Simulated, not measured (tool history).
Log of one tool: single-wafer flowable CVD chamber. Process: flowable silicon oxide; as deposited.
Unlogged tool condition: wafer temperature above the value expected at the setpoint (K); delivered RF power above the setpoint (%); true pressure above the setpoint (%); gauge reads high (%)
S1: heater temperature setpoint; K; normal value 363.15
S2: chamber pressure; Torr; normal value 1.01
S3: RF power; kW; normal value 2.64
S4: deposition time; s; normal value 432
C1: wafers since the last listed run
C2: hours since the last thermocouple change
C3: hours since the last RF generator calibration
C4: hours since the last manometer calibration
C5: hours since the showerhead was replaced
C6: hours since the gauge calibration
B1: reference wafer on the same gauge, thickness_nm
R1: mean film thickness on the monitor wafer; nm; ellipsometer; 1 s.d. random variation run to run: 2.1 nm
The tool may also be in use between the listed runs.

run 1 hour=0 | S1=359.15 S2=1.01 S3=2.64 S4=432 | C1=0 C2=1580.2 C3=302.4 C4=1108 C5=6972.9 C6=315.2 | B1=531.494 | R1=558.728
run 2 hour=39.5 | S1=359.15 S2=1.01 S3=2.64 S4=432 | C1=219 C2=1619.7 C3=341.9 C4=1147.5 C5=7012.4 C6=354.7 | B1=532.031 | R1=559.966
run 3 hour=80.5 | S1=363.15 S2=1.01 S3=2.64 S4=432 | C1=228 C2=1660.7 C3=382.9 C4=1188.5 C5=7053.4 C6=395.7 | B1=532.217 | R1=489.014
run 4 hour=140.2 | S1=363.15 S2=1.01 S3=2.64 S4=432 | C1=332 C2=1720.4 C3=442.6 C4=1248.2 C5=7113.1 C6=455.4 | B1=533.626 | R1=486.549
run 5 hour=199.5 | S1=363.15 S2=1.01 S3=2.64 S4=432 | C1=330 C2=1779.7 C3=501.9 C4=1307.5 C5=7172.4 C6=514.7 | B1=532.353 | R1=491.906
run 6 hour=235.5 | S1=363.15 S2=1.01 S3=2.895 S4=432 | C1=200 C2=1815.7 C3=537.9 C4=1343.5 C5=7208.4 C6=550.7 | B1=531.471 | R1=487.933
run 7 hour=297.5 | S1=363.15 S2=1.01 S3=2.64 S4=432 | C1=345 C2=1877.7 C3=599.9 C4=1405.5 C5=7270.4 C6=612.7 | B1=531.399 | R1=487.348
-- hour=300.9 gauge calibrated
run 8 hour=333.4 | S1=363.15 S2=1.01 S3=2.64 S4=432 | C1=199 C2=1913.6 C3=635.8 C4=1441.4 C5=7306.3 C6=32.5 | B1=531.052 | R1=487.641
run 9 hour=398.8 | S1=363.15 S2=1.01 S3=2.64 S4=432 | C1=364 C2=1979 C3=701.2 C4=1506.8 C5=7371.7 C6=97.9 | B1=532.059 | R1=487.178
-- hour=432.3 RF generator calibrated
run 10 hour=440.9 | S1=373.15 S2=1.21 S3=2.64 S4=432 | C1=189 C2=2021.1 C3=8.6 C4=1548.9 C5=7413.8 C6=140 | B1=532.302 | R1=395.604
run 11 hour=467.6 | S1=373.15 S2=1.21 S3=2.64 S4=432 | C1=148 C2=2047.8 C3=35.3 C4=1575.6 C5=7440.5 C6=166.7 | B1=531.535 | R1=397.023
-- hour=475.7 showerhead replaced
-- hour=500.8 capacitance manometer re-zeroed and calibrated
run 12 hour=512.9 | S1=363.15 S2=1.01 S3=2.64 S4=432 | C1=163 C2=2093.1 C3=80.6 C4=12.1 C5=37.2 C6=212 | B1=533.176 | R1=474.829
run 13 hour=538.3 | S1=363.15 S2=1.22 S3=2.18 S4=432 | C1=141 C2=2118.5 C3=106 C4=37.5 C5=62.6 C6=237.4 | B1=531.211 | R1=558.309
run 14 hour=604.2 | S1=349.15 S2=0.82 S3=2.64 S4=432 | C1=366 C2=2184.4 C3=171.9 C4=103.4 C5=128.5 C6=303.3 | B1=531.269 | R1=606.696
-- hour=660.6 capacitance manometer re-zeroed and calibrated, repeated, since the last time left the tool worse
run 15 hour=664.3 | S1=363.15 S2=1.01 S3=2.64 S4=432 | C1=290 C2=2244.5 C3=232 C4=3.7 C5=188.6 C6=363.4 | B1=530.974 | R1=501.386
run 16 hour=723.1 | S1=373.15 S2=1.21 S3=2.64 S4=432 | C1=327 C2=2303.3 C3=290.8 C4=62.5 C5=247.4 C6=422.2 | B1=531.348 | R1=406.864
run 17 hour=794 | S1=349.15 S2=1.01 S3=2.375 S4=455 | C1=394 C2=2374.2 C3=361.7 C4=133.4 C5=318.3 C6=493.1 | B1=532.098 | R1=813.906
-- hour=816.5 thermocouple changed; heater temperature recalibrated
-- hour=828.8 gauge calibrated
run 18 hour=853.3 | S1=370.15 S2=1.14 S3=2.64 S4=432 | C1=285 C2=36.8 C3=421 C4=192.7 C5=377.6 C6=24.5 | B1=531.214 | R1=431.488
run 19 hour=893.2 | S1=357.15 S2=1.17 S3=2.395 S4=476 | C1=222 C2=76.7 C3=460.9 C4=232.6 C5=417.5 C6=64.4 | B1=531.95 | R1=773.142
run 20 hour=952.6 | S1=363.15 S2=1.12 S3=2.64 S4=432 | C1=330 C2=136.1 C3=520.3 C4=292 C5=476.9 C6=123.8 | B1=532.571 | R1=551.687
run 21 hour=1022.4 | S1=363.15 S2=1.01 S3=2.64 S4=432 | C1=388 C2=205.9 C3=590.1 C4=361.8 C5=546.7 C6=193.6 | B1=532.379 | R1=498.992
run 22 hour=1084.2 | S1=349.15 S2=1.01 S3=2.945 S4=504 | C1=344 C2=267.7 C3=651.9 C4=423.6 C5=608.5 C6=255.4 | B1=531.529 | R1=919.562

Consider 5 possible next runs. They are alternatives, not a sequence: every one starts from the tool as it was left by run 22. What does each give?
run A hour=1084.7 | S1=363.15 S2=1.01 S3=2.64 S4=486 | C1=2 C2=268.2 C3=652.4 C4=424.1 C5=609 C6=255.9 | B1=? | R1=?
run B hour=1084.7 | S1=352.15 S2=1.01 S3=2.64 S4=432 | C1=2 C2=268.2 C3=652.4 C4=424.1 C5=609 C6=255.9 | B1=? | R1=?
run C hour=1084.7 | S1=351.15 S2=0.78 S3=2.17 S4=363 | C1=2 C2=268.2 C3=652.4 C4=424.1 C5=609 C6=255.9 | B1=? | R1=?
run D hour=1084.7 | S1=348.15 S2=1.21 S3=3.15 S4=506 | C1=2 C2=268.2 C3=652.4 C4=424.1 C5=609 C6=255.9 | B1=? | R1=?
run E hour=1084.7 | S1=363.15 S2=0.89 S3=2.405 S4=405 | C1=2 C2=268.2 C3=652.4 C4=424.1 C5=609 C6=255.9 | B1=? | R1=?

run=A B1=530.989 R1=558.476
run=B B1=530.989 R1=714.6
run=C B1=530.989 R1=467.532
run=D B1=530.989 R1=1125.967
run=E B1=530.989 R1=406.345
With no hidden state in the tool, these same runs would have given:
run=A R1=561.957
run=B R1=719.053
run=C R1=470.592
run=D R1=1132.381
run=E R1=408.878

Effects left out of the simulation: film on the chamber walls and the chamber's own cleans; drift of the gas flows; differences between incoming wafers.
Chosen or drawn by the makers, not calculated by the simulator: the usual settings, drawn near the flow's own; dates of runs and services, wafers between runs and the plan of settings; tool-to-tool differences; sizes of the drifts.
